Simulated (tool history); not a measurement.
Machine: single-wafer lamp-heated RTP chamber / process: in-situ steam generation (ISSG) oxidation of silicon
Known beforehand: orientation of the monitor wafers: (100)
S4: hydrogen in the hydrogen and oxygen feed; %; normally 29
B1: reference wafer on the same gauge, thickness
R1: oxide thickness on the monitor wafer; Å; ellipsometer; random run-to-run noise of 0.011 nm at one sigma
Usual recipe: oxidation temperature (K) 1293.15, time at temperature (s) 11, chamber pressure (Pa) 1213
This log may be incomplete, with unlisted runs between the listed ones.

run 1 day=0 | oxidation_temperature_(K)=1293.15 time_at_temperature_(s)=11 chamber_pressure_(Pa)=1267 S4=29 | B1=4.601 | R1=47.05
run 2 day=2.292 | oxidation_temperature_(K)=1293.15 time_at_temperature_(s)=11 chamber_pressure_(Pa)=1360 S4=29 | B1=4.6 | R1=46.34
run 3 day=10.55 | oxidation_temperature_(K)=1293.15 time_at_temperature_(s)=11 chamber_pressure_(Pa)=1360 S4=29 | B1=4.601 | R1=46.43
run 4 day=12.683 | oxidation_temperature_(K)=1293.15 time_at_temperature_(s)=11 chamber_pressure_(Pa)=1360 S4=29 | B1=4.595 | R1=46.4
run 5 day=14.362 | oxidation_temperature_(K)=1293.15 time_at_temperature_(s)=11 chamber_pressure_(Pa)=1213 S4=29 | B1=4.598 | R1=47.29
run 6 day=15.717 | oxidation_temperature_(K)=1293.15 time_at_temperature_(s)=11 chamber_pressure_(Pa)=1053 S4=29 | B1=4.599 | R1=48.26
run 7 day=18.15 | oxidation_temperature_(K)=1293.15 time_at_temperature_(s)=11 chamber_pressure_(Pa)=1053 S4=29 | B1=4.602 | R1=48.47
-- day=18.654 pyrometer window cleaned and pyrometer calibrated
run 8 day=20.108 | oxidation_temperature_(K)=1293.15 time_at_temperature_(s)=11 chamber_pressure_(Pa)=1213 S4=29 | B1=4.599 | R1=47.76
run 9 day=22.588 | oxidation_temperature_(K)=1293.15 time_at_temperature_(s)=11 chamber_pressure_(Pa)=1213 S4=29 | B1=4.603 | R1=47.64
run 10 day=24.758 | oxidation_temperature_(K)=1293.15 time_at_temperature_(s)=11 chamber_pressure_(Pa)=1213 S4=29 | B1=4.599 | R1=47.55
run 11 day=27.617 | oxidation_temperature_(K)=1293.15 time_at_temperature_(s)=11 chamber_pressure_(Pa)=1213 S4=29 | B1=4.596 | R1=47.44
run 12 day=30.488 | oxidation_temperature_(K)=1293.15 time_at_temperature_(s)=13 chamber_pressure_(Pa)=1213 S4=29 | B1=4.597 | R1=51.17
run 13 day=33.429 | oxidation_temperature_(K)=1300.15 time_at_temperature_(s)=11 chamber_pressure_(Pa)=1040 S4=20 | B1=4.604 | R1=45.02
run 14 day=35.75 | oxidation_temperature_(K)=1311.15 time_at_temperature_(s)=9 chamber_pressure_(Pa)=1213 S4=29 | B1=4.601 | R1=46.59
run 15 day=38.354 | oxidation_temperature_(K)=1293.15 time_at_temperature_(s)=11 chamber_pressure_(Pa)=1267 S4=29 | B1=4.601 | R1=47.07
-- day=38.967 gauge calibrated
-- day=39.3 pressure gauge zeroed
run 16 day=39.804 | oxidation_temperature_(K)=1293.15 time_at_temperature_(s)=13 chamber_pressure_(Pa)=1320 S4=32 | B1=4.599 | R1=51.5
-- day=40.5 hydrogen flow controller replaced
run 17 day=42.212 | oxidation_temperature_(K)=1313.15 time_at_temperature_(s)=14 chamber_pressure_(Pa)=1307 S4=32 | B1=4.597 | R1=58.47
-- day=43.942 pyrometer window cleaned and pyrometer calibrated
run 18 day=45.108 | oxidation_temperature_(K)=1293.15 time_at_temperature_(s)=13 chamber_pressure_(Pa)=1213 S4=32 | B1=4.599 | R1=52.69
run 19 day=46.442 | oxidation_temperature_(K)=1288.15 time_at_temperature_(s)=9 chamber_pressure_(Pa)=1320 S4=29 | B1=4.598 | R1=42.13
run 20 day=48.488 | oxidation_temperature_(K)=1293.15 time_at_temperature_(s)=14 chamber_pressure_(Pa)=1213 S4=29 | B1=4.595 | R1=53.14
run 21 day=51.125 | oxidation_temperature_(K)=1293.15 time_at_temperature_(s)=10 chamber_pressure_(Pa)=1213 S4=29 | B1=4.601 | R1=45.54
run 22 day=52.55 | oxidation_temperature_(K)=1283.15 time_at_temperature_(s)=11 chamber_pressure_(Pa)=1347 S4=29 | B1=4.601 | R1=44.95
run 23 day=55.088 | oxidation_temperature_(K)=1293.15 time_at_temperature_(s)=11 chamber_pressure_(Pa)=1213 S4=29 | B1=4.597 | R1=47.69

Forecast each of these 5 alternatives for the next run:
run A day=55.104 | oxidation_temperature_(K)=1293.15 time_at_temperature_(s)=11 chamber_pressure_(Pa)=1213 S4=29 | B1=? | R1=?
run B day=55.104 | oxidation_temperature_(K)=1305.15 time_at_temperature_(s)=11 chamber_pressure_(Pa)=1360 S4=29 | B1=? | R1=?
run C day=55.104 | oxidation_temperature_(K)=1280.15 time_at_temperature_(s)=10 chamber_pressure_(Pa)=1107 S4=29 | B1=? | R1=?
run D day=55.104 | oxidation_temperature_(K)=1304.15 time_at_temperature_(s)=9 chamber_pressure_(Pa)=1213 S4=29 | B1=? | R1=?
run E day=55.104 | oxidation_temperature_(K)=1293.15 time_at_temperature_(s)=11 chamber_pressure_(Pa)=1120 S4=29 | B1=? | R1=?

run=A B1=4.6 R1=47.69
run=B B1=4.6 R1=48.76
run=C B1=4.6 R1=44.21
run=D B1=4.6 R1=45.52
run=E B1=4.6 R1=48.21
What these runs would have given with no unlogged condition in the tool:
run=A R1=47.69
run=B R1=48.76
run=C R1=44.21
run=D R1=45.52
run=E R1=48.21

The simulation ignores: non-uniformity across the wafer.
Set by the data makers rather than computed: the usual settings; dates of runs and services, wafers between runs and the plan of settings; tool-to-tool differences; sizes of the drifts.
